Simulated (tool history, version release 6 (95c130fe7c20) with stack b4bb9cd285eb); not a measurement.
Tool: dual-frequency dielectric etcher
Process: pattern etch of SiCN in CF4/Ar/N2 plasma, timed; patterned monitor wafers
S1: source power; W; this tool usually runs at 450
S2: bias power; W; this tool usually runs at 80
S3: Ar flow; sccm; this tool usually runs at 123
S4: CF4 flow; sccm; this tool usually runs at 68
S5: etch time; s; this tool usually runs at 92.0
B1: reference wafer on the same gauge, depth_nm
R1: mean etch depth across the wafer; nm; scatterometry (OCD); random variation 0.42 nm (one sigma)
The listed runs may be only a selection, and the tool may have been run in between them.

Run 1, hour 0.0: usual settings but S4 59 sccm; B1 86.8. Result: R1 87.0 nm.
Run 2, hour 32.9: usual settings but S1 520 W, S3 111 sccm, S4 52 sccm, S5 76.0 s; B1 86.8. Result: R1 83.4 nm.
Run 3, hour 72.1: usual settings but S5 115.0 s; B1 86.7. Result: R1 111.0 nm.
At hour 100.4: wet clean of the chamber.
Run 4, hour 133.6: usual settings; B1 86.9. Result: R1 89.3 nm.
At hour 181.5: bias power generator calibrated.
At hour 201.0: Ar flow controller replaced.
Run 5, hour 201.5: usual settings but S1 420 W, S2 96 W, S3 145 sccm, S4 78 sccm; B1 86.7. Result: R1 90.1 nm.
Run 6, hour 252.8: usual settings but S1 530 W, S3 115 sccm, S5 99.5 s; B1 86.8. Result: R1 117.4 nm.
Run 7, hour 316.4: usual settings; B1 86.8. Result: R1 90.5 nm.
Run 8, hour 366.6: usual settings but S1 490 W, S2 72 W, S4 55 sccm, S5 104.0 s; B1 86.8. Result: R1 104.0 nm.
Run 9, hour 414.7: usual settings but S4 79 sccm; B1 86.7. Result: R1 92.8 nm.
Run 10, hour 449.3: usual settings but S4 73 sccm; B1 86.9. Result: R1 91.3 nm.
Run 11, hour 487.4: usual settings but S2 99 W, S3 99 sccm; B1 86.8. Result: R1 101.3 nm.
At hour 511.0: gauge calibrated.
Run 12, hour 543.4: usual settings but S4 84 sccm, S5 67.5 s; B1 86.8. Result: R1 67.8 nm.
Run 13, hour 570.8: usual settings but S3 95 sccm, S5 109.5 s; B1 86.8. Result: R1 111.0 nm.
At hour 598.0: wet clean of the chamber.
At hour 618.1: upper electrode replaced.
Run 14, hour 621.1: usual settings but S1 400 W, S5 113.0 s; B1 86.8. Result: R1 97.8 nm.
Run 15, hour 690.8: usual settings; B1 86.7. Result: R1 90.2 nm.
Run 16, hour 747.8: usual settings but S1 340 W, S2 89 W, S4 74 sccm; B1 86.9. Result: R1 70.4 nm.
Run 17, hour 885.8: usual settings; B1 86.8. Result: R1 89.1 nm.
Run 18, hour 913.8: usual settings; B1 86.8. Result: R1 89.1 nm.
Run 19, hour 994.4: usual settings but S1 350 W, S2 69 W, S3 110 sccm, S5 106.0 s; B1 86.8. Result: R1 76.4 nm.
At hour 1075.1: wet clean of the chamber.
Run 20, hour 1075.6: usual settings; B1 86.8. Result: R1 89.7 nm.

Each row is a separate what-if for the run after 20, all from the same tool condition, not one after another. Results?
Run A, hour 1076.0: usual settings but S1 510 W; B1 ?. Result: R1 ?.
Run B, hour 1076.0: usual settings but S1 360 W, S3 96 sccm, S5 78.5 s; B1 ?. Result: R1 ?.
Run C, hour 1076.0: usual settings but S3 141 sccm, S5 113.5 s; B1 ?. Result: R1 ?.
Run D, hour 1076.0: usual settings but S2 96 W, S3 96 sccm; B1 ?. Result: R1 ?.
Run E, hour 1076.0: usual settings but S2 96 W, S4 61 sccm; B1 ?. Result: R1 ?.

run    B1     R1
  A  86.8  102.6
  B  86.8   62.8
  C  86.8  108.7
  D  86.8  100.4
  E  86.8   95.4
With no hidden state in the tool, these same runs would have given:
run     R1
  A  103.8
  B   63.5
  C  110.0
  D  101.6
  E   96.6

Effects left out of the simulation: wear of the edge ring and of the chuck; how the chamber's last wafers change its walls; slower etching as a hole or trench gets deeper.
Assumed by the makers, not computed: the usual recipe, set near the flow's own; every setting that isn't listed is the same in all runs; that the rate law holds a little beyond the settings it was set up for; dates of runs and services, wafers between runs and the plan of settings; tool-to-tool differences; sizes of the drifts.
